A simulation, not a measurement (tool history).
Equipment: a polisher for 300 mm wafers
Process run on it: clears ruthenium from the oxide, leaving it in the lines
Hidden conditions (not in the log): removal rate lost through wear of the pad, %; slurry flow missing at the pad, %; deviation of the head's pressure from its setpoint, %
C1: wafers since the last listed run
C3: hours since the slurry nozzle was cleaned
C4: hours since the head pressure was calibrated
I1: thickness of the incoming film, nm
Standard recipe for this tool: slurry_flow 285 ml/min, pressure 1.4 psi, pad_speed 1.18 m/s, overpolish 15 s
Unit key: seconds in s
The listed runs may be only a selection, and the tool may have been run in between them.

{"run": 1, "day": 0.0, "slurry_flow": 325, "pressure": 1.4, "pad_speed": 1.18, "overpolish": 18, "C1": 0, "wafers polished on this pad": 1403, "C3": 587.6, "C4": 541.3, "I1": 135.3, "seconds": 162.3}
{"day": 0.558, "done": "worn pad replaced by a new one"}
{"run": 2, "day": 4.233, "slurry_flow": 325, "pressure": 1.4, "pad_speed": 1.18, "overpolish": 18, "C1": 429, "wafers polished on this pad": 387, "C3": 689.2, "C4": 642.9, "I1": 134.3, "seconds": 158.4}
{"run": 3, "day": 6.846, "slurry_flow": 285, "pressure": 1, "pad_speed": 1, "overpolish": 15, "C1": 275, "wafers polished on this pad": 663, "C3": 751.9, "C4": 705.6, "I1": 135.4, "seconds": 259.6}
{"run": 4, "day": 7.979, "slurry_flow": 285, "pressure": 1, "pad_speed": 1, "overpolish": 15, "C1": 119, "wafers polished on this pad": 783, "C3": 779.1, "C4": 732.8, "I1": 137, "seconds": 271}
{"day": 9.333, "done": "slurry nozzle cleaned"}
{"run": 5, "day": 9.488, "slurry_flow": 285, "pressure": 1.4, "pad_speed": 1.18, "overpolish": 15, "C1": 154, "wafers polished on this pad": 938, "C3": 3.7, "C4": 769, "I1": 135.1, "seconds": 163.9}
{"run": 6, "day": 10.896, "slurry_flow": 285, "pressure": 1.4, "pad_speed": 1.18, "overpolish": 15, "C1": 148, "wafers polished on this pad": 1086, "C3": 37.5, "C4": 802.8, "I1": 136, "seconds": 163.5}
{"run": 7, "day": 12.221, "slurry_flow": 285, "pressure": 1.4, "pad_speed": 1.18, "overpolish": 15, "C1": 139, "wafers polished on this pad": 1226, "C3": 69.3, "C4": 834.6, "I1": 136.2, "seconds": 162.7}
{"day": 12.579, "done": "worn pad replaced by a new one"}
{"run": 8, "day": 13.346, "slurry_flow": 285, "pressure": 1.4, "pad_speed": 1.18, "overpolish": 15, "C1": 101, "wafers polished on this pad": 80, "C3": 96.3, "C4": 861.6, "I1": 135.7, "seconds": 165.6}
{"run": 9, "day": 14.775, "slurry_flow": 285, "pressure": 1.4, "pad_speed": 1.18, "overpolish": 15, "C1": 150, "wafers polished on this pad": 231, "C3": 130.6, "C4": 895.9, "I1": 136.7, "seconds": 163.2}
{"run": 10, "day": 19.788, "slurry_flow": 285, "pressure": 1.4, "pad_speed": 1.18, "overpolish": 15, "C1": 529, "wafers polished on this pad": 760, "C3": 250.9, "C4": 1016.2, "I1": 135.8, "seconds": 163.6}
{"run": 11, "day": 22.233, "slurry_flow": 285, "pressure": 1.4, "pad_speed": 1.48, "overpolish": 20, "C1": 258, "wafers polished on this pad": 1019, "C3": 309.6, "C4": 1074.9, "I1": 136.6, "seconds": 134}
{"run": 12, "day": 25.608, "slurry_flow": 285, "pressure": 1.4, "pad_speed": 1.48, "overpolish": 20, "C1": 356, "wafers polished on this pad": 1375, "C3": 390.6, "C4": 1155.9, "I1": 133.8, "seconds": 131.6}
{"run": 13, "day": 27.017, "slurry_flow": 285, "pressure": 1.4, "pad_speed": 1.48, "overpolish": 20, "C1": 148, "wafers polished on this pad": 1524, "C3": 424.4, "C4": 1189.7, "I1": 136.5, "seconds": 131.4}
{"day": 27.183, "done": "worn pad replaced by a new one"}
{"run": 14, "day": 28.829, "slurry_flow": 285, "pressure": 1.4, "pad_speed": 1.18, "overpolish": 15, "C1": 173, "wafers polished on this pad": 173, "C3": 467.9, "C4": 1233.2, "I1": 133.5, "seconds": 161.6}
{"run": 15, "day": 30.933, "slurry_flow": 285, "pressure": 1.4, "pad_speed": 1.18, "overpolish": 15, "C1": 222, "wafers polished on this pad": 395, "C3": 518.4, "C4": 1283.7, "I1": 134.4, "seconds": 166.6}
{"run": 16, "day": 33.554, "slurry_flow": 285, "pressure": 1.4, "pad_speed": 1.18, "overpolish": 15, "C1": 276, "wafers polished on this pad": 672, "C3": 581.3, "C4": 1346.6, "I1": 133.3, "seconds": 163.1}
{"run": 17, "day": 35.629, "slurry_flow": 285, "pressure": 1.4, "pad_speed": 0.92, "overpolish": 9, "C1": 219, "wafers polished on this pad": 891, "C3": 631.1, "C4": 1396.4, "I1": 135.8, "seconds": 212.2}
{"run": 18, "day": 36.908, "slurry_flow": 315, "pressure": 1.4, "pad_speed": 1.18, "overpolish": 15, "C1": 135, "wafers polished on this pad": 1026, "C3": 661.8, "C4": 1427.1, "I1": 134.3, "seconds": 161.9}
{"run": 19, "day": 38.829, "slurry_flow": 370, "pressure": 1.7, "pad_speed": 1.44, "overpolish": 15, "C1": 202, "wafers polished on this pad": 1229, "C3": 707.9, "C4": 1473.2, "I1": 136.7, "seconds": 110.2}
{"run": 20, "day": 40.788, "slurry_flow": 285, "pressure": 1.8, "pad_speed": 0.84, "overpolish": 15, "C1": 206, "wafers polished on this pad": 1436, "C3": 754.9, "C4": 1520.2, "I1": 136.9, "seconds": 184.2}
{"day": 41.738, "done": "head pressure recalibrated"}
{"day": 41.742, "done": "worn pad replaced by a new one"}
{"run": 21, "day": 43.621, "slurry_flow": 285, "pressure": 1.4, "pad_speed": 1.48, "overpolish": 20, "C1": 290, "wafers polished on this pad": 198, "C3": 822.9, "C4": 45.2, "I1": 133.2, "seconds": 129.6}
{"run": 22, "day": 44.721, "slurry_flow": 285, "pressure": 1.4, "pad_speed": 1.18, "overpolish": 15, "C1": 116, "wafers polished on this pad": 314, "C3": 849.3, "C4": 71.6, "I1": 134.6, "seconds": 164.1}
{"run": 23, "day": 47.533, "slurry_flow": 380, "pressure": 1.8, "pad_speed": 1.18, "overpolish": 15, "C1": 296, "wafers polished on this pad": 611, "C3": 916.8, "C4": 139.1, "I1": 135.6, "seconds": 126.2}
{"run": 24, "day": 49.954, "slurry_flow": 340, "pressure": 1.4, "pad_speed": 1.18, "overpolish": 15, "C1": 255, "wafers polished on this pad": 867, "C3": 974.9, "C4": 197.2, "I1": 132.1, "seconds": 156.4}
{"day": 50.925, "done": "slurry nozzle cleaned"}
{"run": 25, "day": 51.129, "slurry_flow": 285, "pressure": 1.4, "pad_speed": 1.54, "overpolish": 20, "C1": 119, "wafers polished on this pad": 986, "C3": 4.9, "C4": 225.4, "I1": 134.3, "seconds": 124.3}
{"run": 26, "day": 52.208, "slurry_flow": 285, "pressure": 1.1, "pad_speed": 1.18, "overpolish": 15, "C1": 113, "wafers polished on this pad": 1100, "C3": 30.8, "C4": 251.3, "I1": 135, "seconds": 200.6}
{"run": 27, "day": 55.117, "slurry_flow": 310, "pressure": 1.4, "pad_speed": 1.18, "overpolish": 15, "C1": 307, "wafers polished on this pad": 1407, "C3": 100.6, "C4": 321.1, "I1": 134.4, "seconds": 160.1}
{"day": 56.967, "done": "worn pad replaced by a new one"}
{"run": 28, "day": 57.883, "slurry_flow": 285, "pressure": 1.4, "pad_speed": 1.18, "overpolish": 8, "C1": 274, "wafers polished on this pad": 96, "C3": 167, "C4": 387.5, "I1": 135.2, "seconds": 166.2}
{"run": 29, "day": 60.546, "slurry_flow": 380, "pressure": 1.4, "pad_speed": 1.34, "overpolish": 21, "C1": 281, "wafers polished on this pad": 377, "C3": 230.9, "C4": 451.4, "I1": 135, "seconds": 141.2}
{"run": 30, "day": 62.212, "slurry_flow": 285, "pressure": 1.4, "pad_speed": 1.18, "overpolish": 15, "C1": 175, "wafers polished on this pad": 553, "C3": 270.9, "C4": 491.4, "I1": 135.2, "seconds": 167.9}
{"run": 31, "day": 68.821, "slurry_flow": 285, "pressure": 1.4, "pad_speed": 1.18, "overpolish": 15, "C1": 697, "wafers polished on this pad": 1251, "C3": 429.5, "C4": 650, "I1": 133.5, "seconds": 157.8}

Each row is a separate what-if for the run after 31, all from the same tool condition, not one after another. Results?
{"run": "A", "day": 68.842, "slurry_flow": 285, "pressure": 1.4, "pad_speed": 1.18, "overpolish": 15, "C1": 2, "wafers polished on this pad": 1253, "C3": 430, "C4": 650.5, "I1": 137.2, "seconds": "?"}
{"run": "B", "day": 68.842, "slurry_flow": 255, "pressure": 1.4, "pad_speed": 1.18, "overpolish": 15, "C1": 2, "wafers polished on this pad": 1253, "C3": 430, "C4": 650.5, "I1": 137.2, "seconds": "?"}
{"run": "C", "day": 68.842, "slurry_flow": 325, "pressure": 1.4, "pad_speed": 1.18, "overpolish": 15, "C1": 2, "wafers polished on this pad": 1253, "C3": 430, "C4": 650.5, "I1": 137.2, "seconds": "?"}
{"run": "D", "day": 68.842, "slurry_flow": 220, "pressure": 1.4, "pad_speed": 1.18, "overpolish": 15, "C1": 2, "wafers polished on this pad": 1253, "C3": 430, "C4": 650.5, "I1": 137.2, "seconds": "?"}
{"run": "E", "day": 68.842, "slurry_flow": 285, "pressure": 1.4, "pad_speed": 0.8, "overpolish": 15, "C1": 2, "wafers polished on this pad": 1253, "C3": 430, "C4": 650.5, "I1": 137.2, "seconds": "?"}

run=A seconds=165.1
run=B seconds=167.2
run=C seconds=163.1
run=D seconds=170.4
run=E seconds=243.6
Had the tool no hidden state, the same runs would have come out as:
run=A seconds=165.1
run=B seconds=167.2
run=C seconds=163.1
run=D seconds=170.4
run=E seconds=243.6

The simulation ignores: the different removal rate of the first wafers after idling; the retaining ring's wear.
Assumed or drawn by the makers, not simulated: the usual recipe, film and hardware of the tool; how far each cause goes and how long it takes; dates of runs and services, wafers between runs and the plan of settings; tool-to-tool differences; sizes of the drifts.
